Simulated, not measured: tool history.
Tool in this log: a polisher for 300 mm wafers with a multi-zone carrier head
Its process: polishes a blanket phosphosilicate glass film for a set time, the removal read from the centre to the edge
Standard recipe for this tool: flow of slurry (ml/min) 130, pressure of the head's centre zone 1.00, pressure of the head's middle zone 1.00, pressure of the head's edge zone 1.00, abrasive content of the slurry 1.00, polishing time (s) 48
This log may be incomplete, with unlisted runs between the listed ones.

run	hour	flow of slurry (ml/min)	pressure of the head's centre zone	pressure of the head's middle zone	pressure of the head's edge zone	abrasive content of the slurry	polishing time (s)	incoming thickness of the incoming film, nm	film removed at the wafer's centre (Å)	film removed at mid-radius (Å)	film removed at the wafer's edge (Å)
1	0.0	130	1.00	1.00	1.00	1.00	48	1837.5	2828	2917	2903
2	26.1	130	1.00	1.00	1.00	1.00	48	1871.3	2794	2894	2924
3	118.8	130	1.00	1.00	1.00	1.00	48	1828.3	2711	2725	2789
4	150.4	130	1.00	1.00	1.00	1.00	48	1856.8	2575	2697	2713
5	174.8	130	1.00	1.00	1.00	1.00	48	1836.5	2519	2601	2649
6	206.1	105	1.00	1.00	0.92	1.15	48	1847.4	2457	2565	2532
7	219.1	130	1.00	1.00	1.00	1.00	48	1860.3	2415	2490	2508
# hour 224.9: worn pad replaced by a new one
8	244.5	130	1.00	1.00	1.00	1.00	48	1831.6	2747	2819	2885
9	258.0	130	1.00	0.90	1.00	1.00	48	1833.1	2794	2614	2901
# hour 287.7: edge zone pressure recalibrated
10	288.2	130	0.88	1.00	1.08	1.00	64	1810.2	3175	3787	3966
11	318.3	130	1.06	1.00	1.00	1.00	38	1811.9	2243	2196	2261
# hour 352.6: slurry nozzle cleaned
12	377.3	85	1.00	1.12	1.00	1.00	48	1827.3	2512	2873	2674
13	391.3	130	1.00	1.00	1.10	1.00	48	1826.2	2809	2923	3007
# hour 417.0: worn pad replaced by a new one
14	417.5	130	1.00	1.00	1.00	1.00	48	1826.3	2986	3038	3040
15	429.4	130	1.03	0.95	1.00	1.00	48	1838.6	3115	2886	3041
# hour 433.1: centre zone pressure recalibrated
16	508.9	145	1.00	1.00	1.00	1.00	48	1836.8	2946	3026	3039
17	524.0	130	1.00	1.00	1.00	1.00	48	1795.7	2828	2985	2958
18	548.3	130	1.00	1.00	1.00	0.70	48	1830.3	2189	2205	2199
19	646.3	130	1.10	0.93	1.03	1.00	59	1838.2	3491	3081	3281
# hour 663.8: edge zone pressure recalibrated
# hour 665.3: worn pad replaced by a new one
20	672.0	130	1.00	1.00	1.00	0.70	48	1833.1	2179	2241	2253
21	705.4	130	1.00	1.00	1.00	1.00	48	1841.9	2871	2970	2995

What the log doesn't show, run by run:
deviation of the centre zone's pressure from its setpoint, %: 0 on each run
deviation of the edge zone's pressure from its setpoint, %: 0 on each run
H1: removal rate lost through wear of the pad, %
H2: slurry flow missing at the pad, %
run	H1	H2
1	1.62	19.8
2	2	20.7
3	5.65	24
4	7.71	25.1
5	9.58	26
6	12.3	27.1
7	13.6	27.6
8	0.455	28.5
9	0.602	28.9
10	1.2	30
11	2.18	31.1
12	5.17	5.63
13	6.1	6.12
14	0.146	7.06
15	0.178	7.48
16	1.89	10.3
17	2.51	10.8
18	3.71	11.7
19	11	15.2
20	0.518	16.1
21	0.842	17.3
